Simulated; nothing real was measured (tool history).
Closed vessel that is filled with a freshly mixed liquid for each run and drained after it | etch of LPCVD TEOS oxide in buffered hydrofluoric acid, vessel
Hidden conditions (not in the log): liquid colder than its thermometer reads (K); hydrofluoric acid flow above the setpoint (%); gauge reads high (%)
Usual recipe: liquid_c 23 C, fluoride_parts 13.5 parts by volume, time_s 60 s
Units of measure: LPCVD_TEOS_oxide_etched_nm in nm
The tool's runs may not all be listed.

run    hour  liquid_c  fluoride_parts  time_s  wafers since the last listed run  hours since the thermometer was replaced  hours since the hydrofluoric acid flow meter was replaced  hours since the gauge calibration  read-back film thickness of the LPCVD TEOS oxide reference wafer, read on the same gauge (nm)  LPCVD_TEOS_oxide_etched_nm
  1       0        23            13.5      60                                 0                                      2410                                                       1258                              677.9                                                                                          40.04                       86.66
  2   101.9        23            13.5      60                             11667                                    2511.9                                                     1359.9                              779.8                                                                                          39.96                        86.5
      195.2  -- thermometer replaced
  3   199.5        23             9.5      60                             11060                                       4.3                                                     1457.5                              877.4                                                                                          39.98                      119.47
  4   269.7        23            13.5      80                              8037                                      74.5                                                     1527.7                              947.6                                                                                          40.01                      116.59
        285  -- hydrofluoric acid flow meter replaced
  5   310.2        23              12      60                              4522                                       115                                                       25.2                              988.1                                                                                          40.02                       92.57
  6   362.2        23              12      60                              5953                                       167                                                       77.2                             1040.1                                                                                          39.98                       93.76
  7   581.8        23            13.5      60                             25143                                     386.6                                                      296.8                             1259.7                                                                                          39.99                       83.72
  8   641.5        23            13.5      60                              6835                                     446.3                                                      356.5                             1319.4                                                                                          40.02                       84.44
  9   723.9        23            13.5      60                              9434                                     528.7                                                      438.9                             1401.8                                                                                          39.97                       85.35
 10   801.4        23            13.5      60                              8873                                     606.2                                                      516.4                             1479.3                                                                                          39.99                       84.54
 11   862.7        23            13.5      60                              7018                                     667.5                                                      577.7                             1540.6                                                                                          39.98                       84.75
 12     936      27.5            16.5      80                              8392                                     740.8                                                        651                             1613.9                                                                                          39.99                      120.09
 13  1014.9      19.5              17      70                              9033                                     819.7                                                      729.9                             1692.8                                                                                             40                       64.27
 14  1052.5        23            13.5      50                              4305                                     857.3                                                      767.5                             1730.4                                                                                          39.98                       71.15
 15  1139.1        18            15.5      90                              9915                                     943.9                                                      854.1                               1817                                                                                          39.98                       83.96
 16  1232.8        25            13.5      70                             10728                                    1037.6                                                      947.8                             1910.7                                                                                             40                      112.98
 17    1297        20            13.5      45                              7350                                    1101.8                                                       1012                             1974.9                                                                                             40                       54.76
     1532.9  -- gauge calibrated
 18  1592.8      19.5            13.5      70                             33868                                    1397.6                                                     1307.8                               59.9                                                                                          40.01                       84.31
     1628.9  -- hydrofluoric acid flow meter replaced
 19  1696.3      24.5            13.5      80                             11736                                    1501.1                                                       67.4                              163.4                                                                                             40                      119.04
 20  1792.6        21            13.5      35                             11026                                    1597.4                                                      163.7                              259.7                                                                                          39.98                       43.64
 21    1891        23            13.5      60                             11266                                    1695.8                                                      262.1                              358.1                                                                                          40.02                       84.19
 22  1935.6      19.5            13.5      60                              5106                                    1740.4                                                      306.7                              402.7                                                                                          40.01                        69.7
 23  2016.6        23            13.5      60                              9274                                    1821.4                                                      387.7                              483.7                                                                                          39.98                       83.89
 24  2059.5        23            13.5      60                              4911                                    1864.3                                                      430.6                              526.6                                                                                             40                       83.65
 25  2103.6      27.5              17      75                              5049                                    1908.4                                                      474.7                              570.7                                                                                          39.95                      107.48
 26  2142.1      18.5            11.5      45                              4408                                    1946.9                                                      513.2                              609.2                                                                                          39.97                       58.23
 27  2249.1        23            13.5      60                             12251                                    2053.9                                                      620.2                              716.2                                                                                          40.04                       84.57
 28  2324.1        23            13.5      60                              8587                                    2128.9                                                      695.2                              791.2                                                                                          40.02                       85.57
     2520.2  -- thermometer replaced
 29  2585.7        23            13.5      60                             29838                                      65.5                                                      956.8                             1052.8                                                                                             40                       86.04
 30  2691.9        20            13.5      45                             12159                                     171.7                                                       1063                               1159                                                                                          40.02                       55.68
 31    2785        25            18.5      80                             10659                                     264.8                                                     1156.1                             1252.1                                                                                             40                       94.67
 32  2862.4        20            13.5      60                              8862                                     342.2                                                     1233.5                             1329.5                                                                                          39.97                       72.37
     2931.4  -- hydrofluoric acid flow meter replaced
 33  3044.5        23            13.5      70                             20735                                     524.3                                                      113.1                             1511.6                                                                                          40.03                       97.34
 34  3113.6      24.5            16.5      60                              7911                                     593.4                                                      182.2                             1580.7                                                                                          39.98                       74.36

For each entry between runs, how does the tool's hidden state at the last listed run before it compare with that at the first listed run after it?
In the gap between runs 2 and 3: thermometer replaced (hour 195.2)
  hydrofluoric acid flow above the setpoint (%): 5.61 -> 5.97
  difference, measured minus the result without the unlogged condition, LPCVD_TEOS_oxide_etched_nm: +4.51 -> +4.48 nm
In the gap between runs 4 and 5: hydrofluoric acid flow meter replaced (hour 285)
  hydrofluoric acid flow above the setpoint (%): 6.23 -> 0.359
  difference, measured minus the result without the unlogged condition, LPCVD_TEOS_oxide_etched_nm: +6.7 -> +0.33 nm
In the gap between runs 17 and 18: gauge calibrated (hour 1532.9)
  hydrofluoric acid flow above the setpoint (%): 4.04 -> 5.14
  difference, measured minus the result without the unlogged condition, LPCVD_TEOS_oxide_etched_nm: +2.08 -> +4.05 nm
In the gap between runs 18 and 19: hydrofluoric acid flow meter replaced (hour 1628.9)
  hydrofluoric acid flow above the setpoint (%): 5.14 -> 0.889
  difference, measured minus the result without the unlogged condition, LPCVD_TEOS_oxide_etched_nm: +4.05 -> +1.03 nm
In the gap between runs 28 and 29: thermometer replaced (hour 2520.2)
  hydrofluoric acid flow above the setpoint (%): 3.23 -> 4.2
  difference, measured minus the result without the unlogged condition, LPCVD_TEOS_oxide_etched_nm: +2.62 -> +3.41 nm
In the gap between runs 32 and 33: hydrofluoric acid flow meter replaced (hour 2931.4)
  hydrofluoric acid flow above the setpoint (%): 5.23 -> 0.623
  difference, measured minus the result without the unlogged condition, LPCVD_TEOS_oxide_etched_nm: +3.54 -> +0.59 nm

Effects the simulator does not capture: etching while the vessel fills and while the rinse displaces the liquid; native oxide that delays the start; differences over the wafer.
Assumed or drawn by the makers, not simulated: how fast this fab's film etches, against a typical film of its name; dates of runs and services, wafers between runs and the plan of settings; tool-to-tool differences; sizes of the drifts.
